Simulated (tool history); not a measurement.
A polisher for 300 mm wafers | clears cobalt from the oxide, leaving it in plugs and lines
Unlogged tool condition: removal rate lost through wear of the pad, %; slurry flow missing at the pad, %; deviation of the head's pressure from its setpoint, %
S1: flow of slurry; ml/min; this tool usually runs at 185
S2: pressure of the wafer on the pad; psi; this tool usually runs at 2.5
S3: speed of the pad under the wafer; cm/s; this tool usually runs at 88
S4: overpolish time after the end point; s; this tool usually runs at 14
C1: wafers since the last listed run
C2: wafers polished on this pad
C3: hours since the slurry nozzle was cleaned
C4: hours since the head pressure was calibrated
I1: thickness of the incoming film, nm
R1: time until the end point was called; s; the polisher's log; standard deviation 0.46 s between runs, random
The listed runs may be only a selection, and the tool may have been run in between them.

| run | day | S1 | S2 | S3 | S4 | C1 | C2 | C3 | C4 | I1 | R1 |
|---|---|---|---|---|---|---|---|---|---|---|---|
| 1 | 0 | 185 | 2.5 | 100 | 14 | 0 | 1407 | 188.2 | 620.5 | 213.6 | 28.4 |
| 2 | 1.312 | 185 | 2.5 | 80 | 14 | 397 | 1804 | 219.7 | 652 | 211.7 | 34.8 |
| 3 | 1.992 | 155 | 2.5 | 88 | 14 | 205 | 2010 | 236 | 668.3 | 209.7 | 32.4 |
| 4 | 4.317 | 155 | 2.5 | 88 | 14 | 704 | 2714 | 291.8 | 724.1 | 210 | 32.6 |
|  | 4.8 | worn pad replaced by a new one |
| 5 | 5.521 | 155 | 2.5 | 88 | 14 | 314 | 218 | 320.7 | 753 | 209.7 | 31.6 |
| 6 | 6.762 | 185 | 2.1 | 88 | 14 | 376 | 594 | 350.5 | 782.8 | 207.5 | 35.5 |
| 7 | 7.292 | 185 | 2.1 | 88 | 14 | 160 | 754 | 363.2 | 795.5 | 206.4 | 35.5 |
| 8 | 8.692 | 185 | 2.1 | 88 | 14 | 424 | 1178 | 396.8 | 829.1 | 205.8 | 34.9 |
| 9 | 9.671 | 185 | 2.5 | 88 | 14 | 296 | 1475 | 420.3 | 852.6 | 207.7 | 31.4 |
| 10 | 10.442 | 185 | 2.5 | 88 | 14 | 233 | 1708 | 438.8 | 871.1 | 211.8 | 31.7 |
| 11 | 11.242 | 185 | 2.5 | 88 | 14 | 242 | 1950 | 458 | 890.3 | 211.4 | 31.9 |
| 12 | 12.579 | 185 | 2.5 | 88 | 20 | 405 | 2356 | 490.1 | 922.4 | 210.1 | 31.1 |
|  | 13.912 | worn pad replaced by a new one |
| 13 | 14.029 | 185 | 2.5 | 70 | 7 | 388 | 34 | 524.9 | 957.2 | 211.6 | 39.8 |
| 14 | 15.042 | 145 | 2.8 | 66 | 9 | 306 | 341 | 549.2 | 981.5 | 208.4 | 38.9 |
|  | 15.317 | slurry nozzle cleaned |
| 15 | 16.238 | 185 | 2.1 | 88 | 17 | 349 | 691 | 22.1 | 1010.2 | 213.7 | 36.1 |
| 16 | 16.938 | 145 | 2.5 | 102 | 8 | 212 | 903 | 38.9 | 1027 | 209.9 | 28.2 |
| 17 | 18.179 | 160 | 2.5 | 88 | 14 | 376 | 1279 | 68.7 | 1056.8 | 209.9 | 31.2 |
| 18 | 19 | 140 | 2.5 | 88 | 14 | 248 | 1527 | 88.4 | 1076.5 | 207.2 | 31.4 |
|  | 19.225 | head pressure recalibrated |
| 19 | 20.058 | 220 | 3.1 | 114 | 14 | 295 | 1823 | 113.8 | 20 | 211.7 | 22.7 |
| 20 | 21.162 | 185 | 2 | 64 | 14 | 334 | 2157 | 140.3 | 46.5 | 212.1 | 56.6 |
| 21 | 21.792 | 185 | 3.1 | 116 | 10 | 190 | 2348 | 155.4 | 61.6 | 212.3 | 22.8 |
| 22 | 22.775 | 185 | 2.5 | 88 | 14 | 297 | 2646 | 179 | 85.2 | 210 | 34.2 |
|  | 22.954 | worn pad replaced by a new one, of another model than before |
| 23 | 24.012 | 185 | 2.5 | 88 | 10 | 324 | 320 | 208.7 | 114.9 | 210.7 | 34.7 |
| 24 | 24.604 | 185 | 2.5 | 112 | 9 | 179 | 499 | 222.9 | 129.1 | 212.1 | 28.5 |
| 25 | 25.696 | 145 | 2.5 | 102 | 8 | 330 | 830 | 249.1 | 155.3 | 210.4 | 32 |
| 26 | 27.092 | 155 | 2.3 | 88 | 17 | 422 | 1253 | 282.6 | 188.8 | 210 | 37.7 |
| 27 | 28.396 | 185 | 2.5 | 88 | 12 | 395 | 1648 | 313.9 | 220.1 | 211.4 | 33.7 |
| 28 | 31.442 | 185 | 2.5 | 88 | 14 | 922 | 2570 | 387 | 293.2 | 207.9 | 32.7 |
| 29 | 32.138 | 185 | 2.5 | 88 | 20 | 210 | 2781 | 403.7 | 309.9 | 208.8 | 33.2 |
|  | 32.758 | worn pad replaced by a new one |
| 30 | 33.329 | 185 | 2.5 | 104 | 14 | 310 | 172 | 432.3 | 338.5 | 211.6 | 29.4 |
| 31 | 34.817 | 150 | 2.5 | 88 | 17 | 450 | 623 | 468 | 374.2 | 207.3 | 33.2 |
| 32 | 35.371 | 185 | 3.4 | 88 | 14 | 167 | 790 | 481.3 | 387.5 | 213.1 | 24 |
| 33 | 36.733 | 215 | 2.5 | 88 | 14 | 412 | 1203 | 514 | 420.2 | 209.3 | 32 |
| 34 | 37.312 | 185 | 3.3 | 88 | 14 | 175 | 1379 | 527.9 | 434.1 | 208.2 | 24.1 |

What if the next run were any one of these 5? Each begins from the tool's condition after run 34:
| A | 37.329 | 185 | 2.5 | 88 | 14 | 5 | 1384 | 528.3 | 434.5 | 212.6 | ? |
| B | 37.329 | 185 | 2.5 | 88 | 21 | 5 | 1384 | 528.3 | 434.5 | 212.6 | ? |
| C | 37.329 | 185 | 2.5 | 102 | 14 | 5 | 1384 | 528.3 | 434.5 | 212.6 | ? |
| D | 37.329 | 185 | 1.9 | 88 | 14 | 5 | 1384 | 528.3 | 434.5 | 212.6 | ? |
| E | 37.329 | 185 | 3.1 | 88 | 14 | 5 | 1384 | 528.3 | 434.5 | 212.6 | ? |

| run | R1 |
|---|---|
| A | 33.2 |
| B | 33.2 |
| C | 29.5 |
| D | 43.7 |
| E | 26.8 |
With no hidden state in the tool, these same runs would have given:
| run | R1 |
|---|---|
| A | 35.6 |
| B | 35.6 |
| C | 31.6 |
| D | 46.8 |
| E | 28.7 |

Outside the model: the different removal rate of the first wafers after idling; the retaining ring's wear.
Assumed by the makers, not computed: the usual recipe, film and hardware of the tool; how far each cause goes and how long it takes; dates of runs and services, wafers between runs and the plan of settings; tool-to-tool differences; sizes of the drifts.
